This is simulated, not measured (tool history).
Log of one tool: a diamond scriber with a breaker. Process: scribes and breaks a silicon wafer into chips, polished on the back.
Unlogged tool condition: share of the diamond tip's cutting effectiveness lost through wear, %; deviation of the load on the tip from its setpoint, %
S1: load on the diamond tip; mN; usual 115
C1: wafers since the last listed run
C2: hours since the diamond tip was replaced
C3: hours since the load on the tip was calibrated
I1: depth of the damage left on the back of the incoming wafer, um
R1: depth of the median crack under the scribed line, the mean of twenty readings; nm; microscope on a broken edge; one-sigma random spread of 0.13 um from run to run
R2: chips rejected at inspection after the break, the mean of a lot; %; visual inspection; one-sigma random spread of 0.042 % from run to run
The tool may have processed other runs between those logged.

run,hour,S1,C1,C2,C3,I1,R1,R2
1,0.0,115,0,76.3,1247.8,0.04,11030,1.00
2,28.6,115,46,104.9,1276.4,0.04,10980,1.02
3,62.6,115,55,138.9,1310.4,0.03,11110,0.97
4,89.5,106,44,165.8,1337.3,0.04,10220,2.09
5,104.2,106,24,180.5,1352.0,0.01,10560,2.02
6,136.4,115,52,212.7,1384.2,0.01,10870,0.98
7,153.4,115,27,229.7,1401.2,0.03,11160,1.04
8,175.1,115,35,251.4,1422.9,0.01,10860,0.96
9,194.1,115,31,270.4,1441.9,0.02,11170,1.03
10,210.2,143,26,286.5,1458.0,0.03,13100,8.38
11,238.4,100,46,314.7,1486.2,0.03,9760,4.27
12,324.9,100,142,401.2,1572.7,0.04,9850,4.28
13,337.5,115,20,413.8,1585.3,0.02,10950,0.98
14,357.0,132,32,433.3,1604.8,0.02,12420,4.21
# hour 374.3: load on the tip recalibrated
# hour 405.2: diamond tip replaced by a new one
15,428.3,140,110,23.1,54.0,0.02,12680,7.39
16,448.9,97,33,43.7,74.6,0.01,9600,5.45
17,475.3,115,43,70.1,101.0,0.03,11060,0.93
18,489.3,142,22,84.1,115.0,0.03,12860,7.60
19,517.9,138,46,112.7,143.6,0.03,12870,6.47

Branching from run 19: 5 alternative next runs. What would each branch give?
A,518.6,137,1,113.4,144.3,0.03,?,?
B,518.6,145,1,113.4,144.3,0.03,?,?
C,518.6,129,1,113.4,144.3,0.03,?,?
D,518.6,85,1,113.4,144.3,0.03,?,?
E,518.6,141,1,113.4,144.3,0.03,?,?

run,R1,R2
A,12570,6.18
B,13130,9.80
C,12000,3.32
D,8570,16.96
E,12850,7.92
What these runs would have given with no unlogged condition in the tool:
run,R1,R2
A,12570,6.18
B,13130,9.80
C,12000,3.32
D,8570,16.96
E,12850,7.92
